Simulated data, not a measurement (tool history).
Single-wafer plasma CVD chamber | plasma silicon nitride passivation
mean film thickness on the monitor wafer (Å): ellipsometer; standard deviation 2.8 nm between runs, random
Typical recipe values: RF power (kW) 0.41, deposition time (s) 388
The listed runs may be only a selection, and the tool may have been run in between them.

| run | hour | RF power (kW) | deposition time (s) | wafers since the last listed run | hours since the last RF generator calibration | hours since the showerhead was replaced | hours since the gauge calibration | read-back reference wafer on the same gauge, thickness_nm | mean film thickness on the monitor wafer (Å) |
|---|---|---|---|---|---|---|---|---|---|
| 1 | 0 | 0.41 | 411 | 0 | 525.1 | 4198.7 | 947.9 | 477.561 | 5680.47 |
| 2 | 65.1 | 0.41 | 411 | 389 | 590.2 | 4263.8 | 1013 | 478.361 | 5679.95 |
| 3 | 171 | 0.455 | 388 | 633 | 696.1 | 4369.7 | 1118.9 | 477.477 | 5524.31 |
| 4 | 239 | 0.455 | 388 | 407 | 764.1 | 4437.7 | 1186.9 | 477.201 | 5550.97 |
|  | 253.1 | gauge calibrated |
| 5 | 289.5 | 0.455 | 388 | 302 | 814.6 | 4488.2 | 36.4 | 478.361 | 5570.98 |
| 6 | 334.5 | 0.38 | 388 | 269 | 859.6 | 4533.2 | 81.4 | 477.816 | 5246.94 |
| 7 | 406 | 0.38 | 388 | 428 | 931.1 | 4604.7 | 152.9 | 478.287 | 5186.42 |
| 8 | 457.9 | 0.41 | 388 | 310 | 983 | 4656.6 | 204.8 | 478.311 | 5340.5 |
| 9 | 518.9 | 0.41 | 388 | 365 | 1044 | 4717.6 | 265.8 | 476.587 | 5293.43 |
| 10 | 560.8 | 0.41 | 388 | 250 | 1085.9 | 4759.5 | 307.7 | 478.407 | 5325.73 |
| 11 | 608.9 | 0.41 | 355 | 287 | 1134 | 4807.6 | 355.8 | 477.844 | 4874.11 |
| 12 | 655.6 | 0.41 | 355 | 279 | 1180.7 | 4854.3 | 402.5 | 476.889 | 4836.03 |
| 13 | 684.2 | 0.41 | 355 | 171 | 1209.3 | 4882.9 | 431.1 | 478.512 | 4853.62 |
| 14 | 752 | 0.41 | 388 | 405 | 1277.1 | 4950.7 | 498.9 | 477.796 | 5290.45 |
|  | 782.9 | RF generator calibrated |
| 15 | 818.9 | 0.41 | 388 | 352 | 36 | 5017.6 | 565.8 | 478.083 | 5461.22 |
| 16 | 890.5 | 0.41 | 388 | 428 | 107.6 | 5089.2 | 637.4 | 478.516 | 5420.77 |
| 17 | 944.5 | 0.41 | 388 | 323 | 161.6 | 5143.2 | 691.4 | 478.037 | 5355.72 |
| 18 | 1015.1 | 0.41 | 372 | 422 | 232.2 | 5213.8 | 762 | 478.076 | 5180.94 |
| 19 | 1067.7 | 0.41 | 372 | 314 | 284.8 | 5266.4 | 814.6 | 478.39 | 5173.4 |
| 20 | 1131.1 | 0.41 | 372 | 379 | 348.2 | 5329.8 | 878 | 478.584 | 5122.77 |
|  | 1167.1 | showerhead replaced |
| 21 | 1194.9 | 0.41 | 353 | 334 | 412 | 27.8 | 941.8 | 478.4 | 4946.02 |
| 22 | 1244.4 | 0.41 | 353 | 296 | 461.5 | 77.3 | 991.3 | 477.25 | 4867.5 |
| 23 | 1303.6 | 0.45 | 419 | 354 | 520.7 | 136.5 | 1050.5 | 477.872 | 5933.39 |
| 24 | 1346.2 | 0.41 | 388 | 255 | 563.3 | 179.1 | 1093.1 | 477.816 | 5337.94 |
| 25 | 1438.5 | 0.39 | 352 | 552 | 655.6 | 271.4 | 1185.4 | 478.541 | 4806.3 |
| 26 | 1496.6 | 0.365 | 388 | 347 | 713.7 | 329.5 | 1243.5 | 477.704 | 5205.31 |
| 27 | 1536.4 | 0.41 | 388 | 238 | 753.5 | 369.3 | 1283.3 | 478.215 | 5352.01 |
|  | 1563.5 | gauge calibrated |
| 28 | 1591.3 | 0.385 | 409 | 328 | 808.4 | 424.2 | 27.8 | 477.058 | 5526.49 |
| 29 | 1654.6 | 0.43 | 312 | 378 | 871.7 | 487.5 | 91.1 | 478.484 | 4342.54 |
| 30 | 1714.4 | 0.41 | 388 | 358 | 931.5 | 547.3 | 150.9 | 477.501 | 5290.77 |
| 31 | 1764.1 | 0.41 | 348 | 297 | 981.2 | 597 | 200.6 | 478.522 | 4767.16 |
| 32 | 1847.1 | 0.41 | 447 | 496 | 1064.2 | 680 | 283.6 | 478.035 | 6094.98 |
| 33 | 1889.5 | 0.355 | 445 | 253 | 1106.6 | 722.4 | 326 | 478.744 | 5834.34 |
| 34 | 1939 | 0.345 | 434 | 296 | 1156.1 | 771.9 | 375.5 | 478.245 | 5670.15 |
| 35 | 1993.5 | 0.435 | 350 | 326 | 1210.6 | 826.4 | 430 | 478.439 | 4835.38 |
| 36 | 2056.8 | 0.455 | 388 | 378 | 1273.9 | 889.7 | 493.3 | 477.906 | 5478.02 |
| 37 | 2111.2 | 0.33 | 388 | 325 | 1328.3 | 944.1 | 547.7 | 478.119 | 5008.88 |
|  | 2129.7 | RF generator calibrated |
| 38 | 2140.8 | 0.475 | 423 | 129 | 11.1 | 973.7 | 577.3 | 477.707 | 6201.71 |
| 39 | 2167.7 | 0.41 | 388 | 161 | 38 | 1000.6 | 604.2 | 477.89 | 5411.48 |
| 40 | 2194.2 | 0.455 | 388 | 158 | 64.5 | 1027.1 | 630.7 | 477.096 | 5633.92 |
| 41 | 2253.2 | 0.37 | 434 | 353 | 123.5 | 1086.1 | 689.7 | 477.891 | 5829.56 |
| 42 | 2300.6 | 0.41 | 414 | 283 | 170.9 | 1133.5 | 737.1 | 477.38 | 5772.54 |
| 43 | 2353.2 | 0.41 | 388 | 314 | 223.5 | 1186.1 | 789.7 | 478.654 | 5346.85 |
| 44 | 2407.5 | 0.455 | 388 | 325 | 277.8 | 1240.4 | 844 | 477.211 | 5578.59 |

Below are 4 alternative next runs, each starting from the tool's condition after run 44. Predict each:
| A | 2408 | 0.385 | 388 | 2 | 278.3 | 1240.9 | 844.5 | ? | ? |
| B | 2408 | 0.41 | 418 | 2 | 278.3 | 1240.9 | 844.5 | ? | ? |
| C | 2408 | 0.38 | 437 | 2 | 278.3 | 1240.9 | 844.5 | ? | ? |
| D | 2408 | 0.41 | 324 | 2 | 278.3 | 1240.9 | 844.5 | ? | ? |

| run | read-back reference wafer on the same gauge, thickness_nm | mean film thickness on the monitor wafer (Å) |
|---|---|---|
| A | 477.768 | 5326.87 |
| B | 477.768 | 5851.08 |
| C | 477.768 | 5975.45 |
| D | 477.768 | 4535.28 |
Take away the tool's hidden state, keep each run's random variation, and the runs would have read:
| run | mean film thickness on the monitor wafer (Å) |
|---|---|
| A | 5369.49 |
| B | 5897.89 |
| C | 6023.26 |
| D | 4571.57 |

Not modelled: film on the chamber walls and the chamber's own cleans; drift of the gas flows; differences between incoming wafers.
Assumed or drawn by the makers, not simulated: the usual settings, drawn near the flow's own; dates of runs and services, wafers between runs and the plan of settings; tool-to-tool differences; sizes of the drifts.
